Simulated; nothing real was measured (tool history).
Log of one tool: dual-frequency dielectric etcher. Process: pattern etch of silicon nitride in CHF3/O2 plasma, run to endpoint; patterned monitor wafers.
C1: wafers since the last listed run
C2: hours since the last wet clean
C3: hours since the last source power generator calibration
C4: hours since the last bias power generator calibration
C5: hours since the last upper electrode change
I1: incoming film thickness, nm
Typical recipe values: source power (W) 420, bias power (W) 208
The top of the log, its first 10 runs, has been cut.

At day 42.050: bias power generator calibrated.
Run 11, day 42.771: usual settings but source power (W) 350; C1 1579; C2 319.7; C3 3983.8; C4 17.3; C5 1836.5; I1 52.2. Result: endpoint time (s) 41.6.
Run 12, day 47.229: usual settings but source power (W) 350; C1 1762; C2 426.7; C3 4090.8; C4 124.3; C5 1943.5; I1 52.4. Result: endpoint time (s) 42.3.
Run 13, day 49.408: usual settings; C1 861; C2 479.0; C3 4143.1; C4 176.6; C5 1995.8; I1 52.8. Result: endpoint time (s) 39.5.
Run 14, day 52.146: usual settings but bias power (W) 221; C1 1082; C2 544.7; C3 4208.8; C4 242.3; C5 2061.5; I1 52.7. Result: endpoint time (s) 38.9.
At day 54.508: wet clean of the chamber.
Run 15, day 55.075: usual settings but bias power (W) 221; C1 762; C2 13.6; C3 4279.1; C4 312.6; C5 2131.8; I1 53.0. Result: endpoint time (s) 37.4.
Run 16, day 58.525: usual settings; C1 1364; C2 96.4; C3 4361.9; C4 395.4; C5 2214.6; I1 53.0. Result: endpoint time (s) 38.3.
Run 17, day 62.629: usual settings; C1 1622; C2 194.9; C3 4460.4; C4 493.9; C5 2313.1; I1 52.5. Result: endpoint time (s) 38.5.
Run 18, day 64.388: usual settings but source power (W) 360, bias power (W) 189; C1 695; C2 237.1; C3 4502.6; C4 536.1; C5 2355.3; I1 52.0. Result: endpoint time (s) 41.6.
Run 19, day 66.512: usual settings but source power (W) 370, bias power (W) 190; C1 840; C2 288.1; C3 4553.6; C4 587.1; C5 2406.3; I1 52.5. Result: endpoint time (s) 41.3.
Run 20, day 69.583: usual settings; C1 1214; C2 361.8; C3 4627.3; C4 660.8; C5 2480.0; I1 52.3. Result: endpoint time (s) 38.9.
Run 21, day 72.850: usual settings; C1 1291; C2 440.2; C3 4705.7; C4 739.2; C5 2558.4; I1 52.4. Result: endpoint time (s) 38.9.
At day 75.108: wet clean of the chamber.
Run 22, day 77.146: usual settings but source power (W) 390; C1 1303; C2 48.9; C3 4808.8; C4 842.3; C5 2661.5; I1 52.9. Result: endpoint time (s) 40.0.
At day 78.400: upper electrode replaced.
Run 23, day 79.271: usual settings but source power (W) 510, bias power (W) 159; C1 444; C2 99.9; C3 4859.8; C4 893.3; C5 20.9; I1 52.4. Result: endpoint time (s) 37.0.
Run 24, day 83.183: usual settings but source power (W) 370, bias power (W) 231; C1 1546; C2 193.8; C3 4953.7; C4 987.2; C5 114.8; I1 53.0. Result: endpoint time (s) 40.9.
At day 87.875: source power generator calibrated.
Run 25, day 88.821: usual settings but source power (W) 480, bias power (W) 226; C1 2162; C2 329.1; C3 22.7; C4 1122.5; C5 250.1; I1 52.4. Result: endpoint time (s) 36.3.
Run 26, day 92.221: usual settings but source power (W) 450, bias power (W) 184; C1 1344; C2 410.7; C3 104.3; C4 1204.1; C5 331.7; I1 52.4. Result: endpoint time (s) 39.0.
Run 27, day 95.312: usual settings but source power (W) 500, bias power (W) 245; C1 1222; C2 484.9; C3 178.5; C4 1278.3; C5 405.9; I1 52.7. Result: endpoint time (s) 35.1.
Run 28, day 96.817: usual settings but bias power (W) 243; C1 594; C2 521.0; C3 214.6; C4 1314.4; C5 442.0; I1 52.4. Result: endpoint time (s) 37.9.
Run 29, day 98.767: usual settings but source power (W) 500; C1 770; C2 567.8; C3 261.4; C4 1361.2; C5 488.8; I1 53.1. Result: endpoint time (s) 37.5.
At day 101.417: wet clean of the chamber.
Run 30, day 103.258: usual settings but source power (W) 490, bias power (W) 253; C1 1380; C2 44.2; C3 369.2; C4 1469.0; C5 596.6; I1 52.6. Result: endpoint time (s) 33.8.
Run 31, day 105.079: usual settings but bias power (W) 188; C1 719; C2 87.9; C3 412.9; C4 1512.7; C5 640.3; I1 52.7. Result: endpoint time (s) 39.0.
Run 32, day 108.288: usual settings but source power (W) 370, bias power (W) 260; C1 1268; C2 164.9; C3 489.9; C4 1589.7; C5 717.3; I1 52.7. Result: endpoint time (s) 38.5.
Run 33, day 112.725: usual settings but source power (W) 390, bias power (W) 256; C1 1754; C2 271.4; C3 596.4; C4 1696.2; C5 823.8; I1 52.2. Result: endpoint time (s) 38.0.
Run 34, day 114.542: usual settings but source power (W) 350; C1 718; C2 315.0; C3 640.0; C4 1739.8; C5 867.4; I1 52.5. Result: endpoint time (s) 42.2.

What if the next run were any one of these 5? Each begins from the tool's condition after run 34:
Run A, day 114.558: usual settings; C1 6; C2 315.4; C3 640.4; C4 1740.2; C5 867.8; I1 52.5. Result: endpoint time (s) ?.
Run B, day 114.558: usual settings but source power (W) 460, bias power (W) 193; C1 6; C2 315.4; C3 640.4; C4 1740.2; C5 867.8; I1 52.5. Result: endpoint time (s) ?.
Run C, day 114.558: usual settings but source power (W) 320, bias power (W) 235; C1 6; C2 315.4; C3 640.4; C4 1740.2; C5 867.8; I1 52.5. Result: endpoint time (s) ?.
Run D, day 114.558: usual settings but source power (W) 360, bias power (W) 158; C1 6; C2 315.4; C3 640.4; C4 1740.2; C5 867.8; I1 52.5. Result: endpoint time (s) ?.
Run E, day 114.558: usual settings but source power (W) 370; C1 6; C2 315.4; C3 640.4; C4 1740.2; C5 867.8; I1 52.5. Result: endpoint time (s) ?.

run  endpoint time (s)
  A               38.7
  B               37.8
  C               42.7
  D               44.0
  E               41.0
With no hidden state in the tool, these same runs would have given:
run  endpoint time (s)
  A               37.8
  B               36.9
  C               41.7
  D               42.9
  E               40.0

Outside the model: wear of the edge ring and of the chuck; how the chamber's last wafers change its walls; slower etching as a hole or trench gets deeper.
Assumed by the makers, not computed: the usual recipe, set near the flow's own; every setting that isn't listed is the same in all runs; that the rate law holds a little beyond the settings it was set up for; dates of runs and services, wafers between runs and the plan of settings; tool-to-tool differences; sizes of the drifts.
